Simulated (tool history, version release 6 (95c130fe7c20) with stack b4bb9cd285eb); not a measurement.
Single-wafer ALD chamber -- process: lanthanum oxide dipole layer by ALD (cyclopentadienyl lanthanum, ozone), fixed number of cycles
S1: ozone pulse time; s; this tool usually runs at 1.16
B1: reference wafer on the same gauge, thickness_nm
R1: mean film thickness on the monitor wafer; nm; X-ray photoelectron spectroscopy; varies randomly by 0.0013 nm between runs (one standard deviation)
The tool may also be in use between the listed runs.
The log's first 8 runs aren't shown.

Run 9, hour 379.8: usual settings but S1 0.81 s; B1 0.577. Result: R1 0.443 nm.
Run 10, hour 439.2: usual settings; B1 0.577. Result: R1 0.508 nm.
Run 11, hour 481.5: usual settings; B1 0.577. Result: R1 0.502 nm.
At hour 542.9: gauge calibrated.
Run 12, hour 548: usual settings but S1 0.99 s; B1 0.577. Result: R1 0.476 nm.
Run 13, hour 744.7: usual settings but S1 0.99 s; B1 0.577. Result: R1 0.475 nm.
Run 14, hour 790.1: usual settings but S1 0.99 s; B1 0.577. Result: R1 0.471 nm.
Run 15, hour 835.1: usual settings; B1 0.576. Result: R1 0.498 nm.
Run 16, hour 877: usual settings but S1 0.88 s; B1 0.577. Result: R1 0.448 nm.
Run 17, hour 946.3: usual settings but S1 1.59 s; B1 0.577. Result: R1 0.537 nm.
Run 18, hour 975.5: usual settings; B1 0.577. Result: R1 0.493 nm.
At hour 995.4: showerhead replaced.
Run 19, hour 1017.4: usual settings but S1 1.28 s; B1 0.577. Result: R1 0.512 nm.
Run 20, hour 1073.6: usual settings; B1 0.577. Result: R1 0.492 nm.
At hour 1087.9: ozone generator serviced.
Run 21, hour 1104.1: usual settings; B1 0.577. Result: R1 0.513 nm.
Run 22, hour 1173.7: usual settings but S1 1.41 s; B1 0.577. Result: R1 0.535 nm.
Run 23, hour 1210.7: usual settings; B1 0.577. Result: R1 0.512 nm.
At hour 1253: thermocouple changed; heater temperature recalibrated.
Run 24, hour 1281.3: usual settings but S1 1.54 s; B1 0.578. Result: R1 0.543 nm.
Run 25, hour 1348.8: usual settings; B1 0.577. Result: R1 0.509 nm.
Run 26, hour 1404: usual settings but S1 0.96 s; B1 0.577. Result: R1 0.478 nm.
Run 27, hour 1452.1: usual settings but S1 0.75 s; B1 0.577. Result: R1 0.428 nm.
Run 28, hour 1480.2: usual settings but S1 1.04 s; B1 0.578. Result: R1 0.49 nm.
Run 29, hour 1534.5: usual settings but S1 0.78 s; B1 0.577. Result: R1 0.435 nm.
Run 30, hour 1581.3: usual settings but S1 1.52 s; B1 0.577. Result: R1 0.539 nm.
Run 31, hour 1653.1: usual settings; B1 0.577. Result: R1 0.505 nm.

4 ways to go on from here, each from the tool as it stands after run 31. What would each give?
Run A, hour 1653.5: usual settings; B1 ?. Result: R1 ?.
Run B, hour 1653.5: usual settings but S1 1.44 s; B1 ?. Result: R1 ?.
Run C, hour 1653.5: usual settings but S1 1.57 s; B1 ?. Result: R1 ?.
Run D, hour 1653.5: usual settings but S1 1.61 s; B1 ?. Result: R1 ?.

run     B1     R1
  A  0.577  0.504
  B  0.577  0.532
  C  0.577  0.541
  D  0.577  0.543
With no hidden state in the tool, these same runs would have given:
run     R1
  A  0.515
  B   0.54
  C  0.547
  D  0.549

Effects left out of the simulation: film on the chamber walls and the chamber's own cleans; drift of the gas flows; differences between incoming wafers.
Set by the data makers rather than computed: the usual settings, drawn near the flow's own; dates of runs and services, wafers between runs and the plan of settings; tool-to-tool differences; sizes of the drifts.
